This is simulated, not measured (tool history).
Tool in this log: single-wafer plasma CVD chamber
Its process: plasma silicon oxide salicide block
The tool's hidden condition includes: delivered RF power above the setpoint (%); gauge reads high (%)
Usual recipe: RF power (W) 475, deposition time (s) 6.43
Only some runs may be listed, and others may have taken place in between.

run,day,RF power (W),deposition time (s),wafers since the last listed run,hours since the last RF generator calibration,hours since the showerhead was replaced,hours since the gauge calibration,"read-back reference wafer on the same gauge, thickness_nm",mean film thickness on the monitor wafer (nm)
1,0.000,475,6.43,0,2055.4,5197.4,137.4,72.796,66.391
2,0.662,400,6.43,497,2071.3,5213.3,153.3,72.777,61.913
3,1.138,400,6.43,356,2082.7,5224.7,164.7,72.817,62.100
4,1.596,430,5.51,343,2093.7,5235.7,175.7,72.795,54.466
5,2.975,430,5.51,1034,2126.8,5268.8,208.8,72.809,54.646
6,3.367,430,5.51,293,2136.2,5278.2,218.2,72.796,54.554
7,3.879,475,6.43,384,2148.5,5290.5,230.5,72.785,66.368
8,4.471,475,6.43,443,2162.7,5304.7,244.7,72.807,65.950
9,4.829,475,6.43,268,2171.3,5313.3,253.3,72.769,66.154
10,5.438,475,6.43,456,2185.9,5327.9,267.9,72.845,66.347
11,6.054,475,6.43,462,2200.7,5342.7,282.7,72.823,66.411
12,6.417,475,6.43,272,2209.4,5351.4,291.4,72.802,66.097
13,6.771,475,5.55,265,2217.9,5359.9,299.9,72.827,57.159
14,7.254,475,5.55,362,2229.5,5371.5,311.5,72.819,57.466
15,7.538,475,5.62,212,2236.3,5378.3,318.3,72.817,57.891
16,8.238,475,6.43,525,2253.1,5395.1,335.1,72.806,66.294
17,8.800,475,6.43,422,2266.6,5408.6,348.6,72.801,66.390
18,9.317,475,6.43,387,2279.0,5421.0,361.0,72.780,66.197
# day 10.250: showerhead replaced
19,10.271,475,6.43,465,2301.9,0.5,383.9,72.787,66.270
20,10.392,475,6.43,90,2304.8,3.4,386.8,72.830,66.306
21,10.754,475,7.45,272,2313.5,12.1,395.5,72.810,76.797
22,11.475,475,7.45,540,2330.8,29.4,412.8,72.812,76.756
23,12.054,475,6.43,434,2344.7,43.3,426.7,72.801,66.282
24,12.596,560,5.68,406,2357.7,56.3,439.7,72.815,62.337
25,13.229,530,7.65,475,2372.9,71.5,454.9,72.814,82.179
# day 14.208: RF generator calibrated
26,14.229,410,5.64,500,0.5,95.5,478.9,72.825,56.976
27,14.488,415,5.62,193,6.7,101.7,485.1,72.804,57.049
28,15.225,390,5.92,553,24.4,119.4,502.8,72.814,58.402
29,15.704,475,6.43,359,35.9,130.9,514.3,72.803,68.691
30,16.371,475,6.43,500,51.9,146.9,530.3,72.778,68.862
31,16.750,560,7.03,284,61.0,156.0,539.4,72.808,79.758
# day 16.867: gauge calibrated
32,17.038,475,7.45,215,67.9,162.9,4.1,72.814,79.523
33,17.550,420,7.41,384,80.2,175.2,16.4,72.821,75.519
34,18.133,475,6.43,437,94.2,189.2,30.4,72.811,68.434

Run 35 comes next. What will it give?
35,18.562,565,7.05,322,104.5,199.5,40.7,?,?

read-back reference wafer on the same gauge, thickness_nm: 72.776
mean film thickness on the monitor wafer (nm): 80.289
If the tool had no hidden condition, the same run with the same run-to-run variation would have returned mean film thickness on the monitor wafer (nm) 80.849.
